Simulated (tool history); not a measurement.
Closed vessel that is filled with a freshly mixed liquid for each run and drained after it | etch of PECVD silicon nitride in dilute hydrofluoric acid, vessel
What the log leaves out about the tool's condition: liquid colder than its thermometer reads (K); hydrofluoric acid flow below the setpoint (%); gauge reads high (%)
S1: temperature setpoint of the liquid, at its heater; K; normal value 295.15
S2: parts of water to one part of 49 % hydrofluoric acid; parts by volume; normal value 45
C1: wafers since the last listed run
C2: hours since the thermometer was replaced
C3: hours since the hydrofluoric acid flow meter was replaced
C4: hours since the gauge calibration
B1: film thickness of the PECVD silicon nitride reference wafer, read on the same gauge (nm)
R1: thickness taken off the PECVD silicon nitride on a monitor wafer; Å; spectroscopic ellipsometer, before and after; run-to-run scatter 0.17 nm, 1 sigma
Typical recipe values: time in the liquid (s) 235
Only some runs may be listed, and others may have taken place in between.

run 1 hour=0 | S1=295.15 S2=35 time_in_the_liquid_(s)=135 | C1=0 C2=1570 C3=394 C4=387.1 | B1=60 | R1=167.4
run 2 hour=56.9 | S1=295.15 S2=45 time_in_the_liquid_(s)=235 | C1=5832 C2=1626.9 C3=450.9 C4=444 | B1=59.97 | R1=224
run 3 hour=123.9 | S1=295.15 S2=45 time_in_the_liquid_(s)=235 | C1=6868 C2=1693.9 C3=517.9 C4=511 | B1=59.99 | R1=223.8
run 4 hour=174.1 | S1=295.15 S2=45 time_in_the_liquid_(s)=235 | C1=5145 C2=1744.1 C3=568.1 C4=561.2 | B1=60.03 | R1=218.3
run 5 hour=245.4 | S1=295.15 S2=40 time_in_the_liquid_(s)=235 | C1=7308 C2=1815.4 C3=639.4 C4=632.5 | B1=60.04 | R1=246.1
run 6 hour=305.5 | S1=295.15 S2=45 time_in_the_liquid_(s)=235 | C1=6160 C2=1875.5 C3=699.5 C4=692.6 | B1=59.97 | R1=221.5
run 7 hour=330 | S1=295.15 S2=45 time_in_the_liquid_(s)=235 | C1=2511 C2=1900 C3=724 C4=717.1 | B1=60 | R1=220.8
run 8 hour=397.2 | S1=295.15 S2=45 time_in_the_liquid_(s)=235 | C1=6888 C2=1967.2 C3=791.2 C4=784.3 | B1=60.04 | R1=217.9
run 9 hour=456.2 | S1=292.65 S2=45 time_in_the_liquid_(s)=235 | C1=6048 C2=2026.2 C3=850.2 C4=843.3 | B1=60.02 | R1=184.5
run 10 hour=489.6 | S1=295.15 S2=30 time_in_the_liquid_(s)=190 | C1=3423 C2=2059.6 C3=883.6 C4=876.7 | B1=60.02 | R1=260.8
-- hour=539.4 thermometer replaced
run 11 hour=541 | S1=293.15 S2=50 time_in_the_liquid_(s)=235 | C1=5166 C2=1.6 C3=935 C4=928.1 | B1=60.03 | R1=170.6
run 12 hour=576 | S1=295.15 S2=45 time_in_the_liquid_(s)=150 | C1=3587 C2=36.6 C3=970 C4=963.1 | B1=60 | R1=138.4
run 13 hour=623.5 | S1=295.15 S2=45 time_in_the_liquid_(s)=150 | C1=4869 C2=84.1 C3=1017.5 C4=1010.6 | B1=59.94 | R1=138.4
-- hour=677.2 hydrofluoric acid flow meter replaced
run 14 hour=728.6 | S1=295.15 S2=50 time_in_the_liquid_(s)=235 | C1=10671 C2=189.2 C3=51.4 C4=1115.7 | B1=59.99 | R1=205.7
run 15 hour=767.1 | S1=295.15 S2=45 time_in_the_liquid_(s)=235 | C1=3946 C2=227.7 C3=89.9 C4=1154.2 | B1=59.99 | R1=232.1
-- hour=770.7 gauge calibrated
run 16 hour=823.6 | S1=295.15 S2=30 time_in_the_liquid_(s)=235 | C1=5791 C2=284.2 C3=146.4 C4=52.9 | B1=60.04 | R1=338.8
run 17 hour=894.2 | S1=291.15 S2=35 time_in_the_liquid_(s)=315 | C1=7237 C2=354.8 C3=217 C4=123.5 | B1=60.03 | R1=295.6
run 18 hour=956.1 | S1=299.65 S2=45 time_in_the_liquid_(s)=235 | C1=6345 C2=416.7 C3=278.9 C4=185.4 | B1=59.96 | R1=302.8
run 19 hour=985.5 | S1=295.15 S2=45 time_in_the_liquid_(s)=235 | C1=3013 C2=446.1 C3=308.3 C4=214.8 | B1=59.95 | R1=227.5
run 20 hour=1054.7 | S1=291.15 S2=60 time_in_the_liquid_(s)=300 | C1=7093 C2=515.3 C3=377.5 C4=284 | B1=60.02 | R1=164
run 21 hour=1093.8 | S1=295.15 S2=45 time_in_the_liquid_(s)=235 | C1=4008 C2=554.4 C3=416.6 C4=323.1 | B1=59.99 | R1=223.4
run 22 hour=1161.5 | S1=291.15 S2=35 time_in_the_liquid_(s)=370 | C1=6939 C2=622.1 C3=484.3 C4=390.8 | B1=59.98 | R1=338.7
run 23 hour=1223.5 | S1=295.15 S2=45 time_in_the_liquid_(s)=235 | C1=6355 C2=684.1 C3=546.3 C4=452.8 | B1=60.04 | R1=220.4
run 24 hour=1289.9 | S1=298.15 S2=40 time_in_the_liquid_(s)=105 | C1=6806 C2=750.5 C3=612.7 C4=519.2 | B1=60.06 | R1=136.4
run 25 hour=1325.9 | S1=293.65 S2=45 time_in_the_liquid_(s)=180 | C1=3690 C2=786.5 C3=648.7 C4=555.2 | B1=59.97 | R1=152.4
run 26 hour=1448.8 | S1=292.15 S2=60 time_in_the_liquid_(s)=185 | C1=12598 C2=909.4 C3=771.6 C4=678.1 | B1=59.98 | R1=105.8
run 27 hour=1580.2 | S1=295.15 S2=35 time_in_the_liquid_(s)=100 | C1=13469 C2=1040.8 C3=903 C4=809.5 | B1=60 | R1=119.5
run 28 hour=1622.8 | S1=293.15 S2=30 time_in_the_liquid_(s)=355 | C1=4366 C2=1083.4 C3=945.6 C4=852.1 | B1=60 | R1=424.1
-- hour=1645 hydrofluoric acid flow meter replaced
run 29 hour=1687.9 | S1=296.65 S2=60 time_in_the_liquid_(s)=190 | C1=6570 C2=1148.5 C3=42.9 C4=917.2 | B1=59.99 | R1=153.2

What if the next run were any one of these 5? Each begins from the tool's condition after run 29:
run A hour=1688.6 | S1=297.15 S2=45 time_in_the_liquid_(s)=235 | C1=71 C2=1149.2 C3=43.6 C4=917.9 | B1=? | R1=?
run B hour=1688.6 | S1=298.15 S2=45 time_in_the_liquid_(s)=355 | C1=71 C2=1149.2 C3=43.6 C4=917.9 | B1=? | R1=?
run C hour=1688.6 | S1=290.65 S2=45 time_in_the_liquid_(s)=95 | C1=71 C2=1149.2 C3=43.6 C4=917.9 | B1=? | R1=?
run D hour=1688.6 | S1=295.15 S2=45 time_in_the_liquid_(s)=160 | C1=71 C2=1149.2 C3=43.6 C4=917.9 | B1=? | R1=?
run E hour=1688.6 | S1=297.65 S2=40 time_in_the_liquid_(s)=300 | C1=71 C2=1149.2 C3=43.6 C4=917.9 | B1=? | R1=?

run=A B1=59.98 R1=265.3
run=B B1=59.98 R1=428.7
run=C B1=59.98 R1=68.4
run=D B1=59.98 R1=157.6
run=E B1=59.98 R1=393
Take away the tool's hidden state, keep each run's random variation, and the runs would have read:
run=A R1=267.1
run=B R1=431.6
run=C R1=68.8
run=D R1=158.7
run=E R1=395.6

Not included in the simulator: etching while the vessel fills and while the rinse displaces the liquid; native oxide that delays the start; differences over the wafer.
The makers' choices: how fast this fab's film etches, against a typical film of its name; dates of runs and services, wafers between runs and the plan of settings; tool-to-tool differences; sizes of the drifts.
